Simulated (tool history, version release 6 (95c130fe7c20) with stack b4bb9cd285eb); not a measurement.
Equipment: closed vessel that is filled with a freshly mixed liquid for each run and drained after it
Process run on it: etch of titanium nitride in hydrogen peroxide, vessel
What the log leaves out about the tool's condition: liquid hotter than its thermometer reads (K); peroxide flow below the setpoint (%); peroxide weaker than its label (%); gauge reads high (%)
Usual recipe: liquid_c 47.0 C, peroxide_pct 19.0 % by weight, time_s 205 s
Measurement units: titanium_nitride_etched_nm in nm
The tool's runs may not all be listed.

run	hour	liquid_c	peroxide_pct	time_s	wafers since the last listed run	hours since the thermometer was replaced	hours since the peroxide flow meter was replaced	hours since the drum of peroxide was connected	hours since the gauge calibration	read-back film thickness of the titanium nitride reference wafer, read on the same gauge (nm)	titanium_nitride_etched_nm
1	0.0	47.0	19.0	205	0	1504.2	2034.2	286.3	176.7	119.99	9.61
2	11.0	47.0	19.0	205	1452	1515.2	2045.2	297.3	187.7	119.99	9.63
3	22.4	47.0	19.0	205	1505	1526.6	2056.6	308.7	199.1	120.03	9.49
4	33.9	47.0	19.0	205	1518	1538.1	2068.1	320.2	210.6	120.01	9.51
# hour 38.8: gauge calibrated
5	49.7	47.0	19.0	205	2086	1553.9	2083.9	336.0	10.9	120.00	9.62
6	66.2	47.0	19.0	205	2179	1570.4	2100.4	352.5	27.4	120.00	9.70
7	73.6	47.0	19.0	205	977	1577.8	2107.8	359.9	34.8	120.01	9.77
8	82.3	47.0	19.0	205	1149	1586.5	2116.5	368.6	43.5	120.02	9.60
9	89.3	47.0	19.0	205	924	1593.5	2123.5	375.6	50.5	119.99	9.76
# hour 101.1: new drum of peroxide connected
10	101.6	47.0	19.0	130	1492	1605.8	2135.8	0.5	62.8	120.00	6.15
# hour 141.7: thermometer replaced
11	149.8	47.0	19.0	130	6234	8.1	2184.0	48.7	111.0	119.98	6.72
12	162.4	54.0	19.0	205	1664	20.7	2196.6	61.3	123.6	119.99	17.62
13	177.5	47.0	19.0	130	1994	35.8	2211.7	76.4	138.7	120.02	6.81
# hour 191.4: thermometer replaced, repeated, since the last time left the tool worse
14	193.2	53.5	20.5	205	1941	1.8	2227.4	92.1	154.4	120.00	14.02
15	205.3	39.5	19.0	315	1598	13.9	2239.5	104.2	166.5	120.01	7.51
16	212.4	47.0	14.5	205	937	21.0	2246.6	111.3	173.6	120.01	8.02
17	229.2	41.0	23.5	85	2218	37.8	2263.4	128.1	190.4	120.00	2.36
# hour 231.8: peroxide flow meter replaced
# hour 236.6: gauge calibrated
18	241.0	47.0	19.0	205	1426	49.6	9.2	139.9	4.4	119.99	8.62
19	248.7	39.0	16.0	260	1016	57.3	16.9	147.6	12.1	119.97	5.75
20	257.6	47.0	16.5	205	1175	66.2	25.8	156.5	21.0	120.01	8.34
21	273.1	47.0	19.0	205	2047	81.7	41.3	172.0	36.5	120.00	8.65
22	286.6	53.0	15.0	270	1783	95.2	54.8	185.5	50.0	120.00	16.58
23	294.1	47.0	19.0	325	990	102.7	62.3	193.0	57.5	119.99	13.68
24	304.5	55.5	17.5	130	1373	113.1	72.7	203.4	67.9	120.00	9.85
25	311.1	55.0	19.0	205	871	119.7	79.3	210.0	74.5	119.99	15.45

3 options for the next run, each taken on its own from the tool as it stands now. Forecast them:
A	311.8	47.0	19.0	205	92	120.4	80.0	210.7	75.2	?	?
B	311.8	53.0	20.5	330	92	120.4	80.0	210.7	75.2	?	?
C	311.8	43.0	19.0	205	92	120.4	80.0	210.7	75.2	?	?

run	read-back film thickness of the titanium nitride reference wafer, read on the same gauge (nm)	titanium_nitride_etched_nm
A	120.00	8.61
B	120.00	21.71
C	120.00	6.40
Without the tool's hidden state the same runs would have given:
run	titanium_nitride_etched_nm
A	8.39
B	21.17
C	6.22
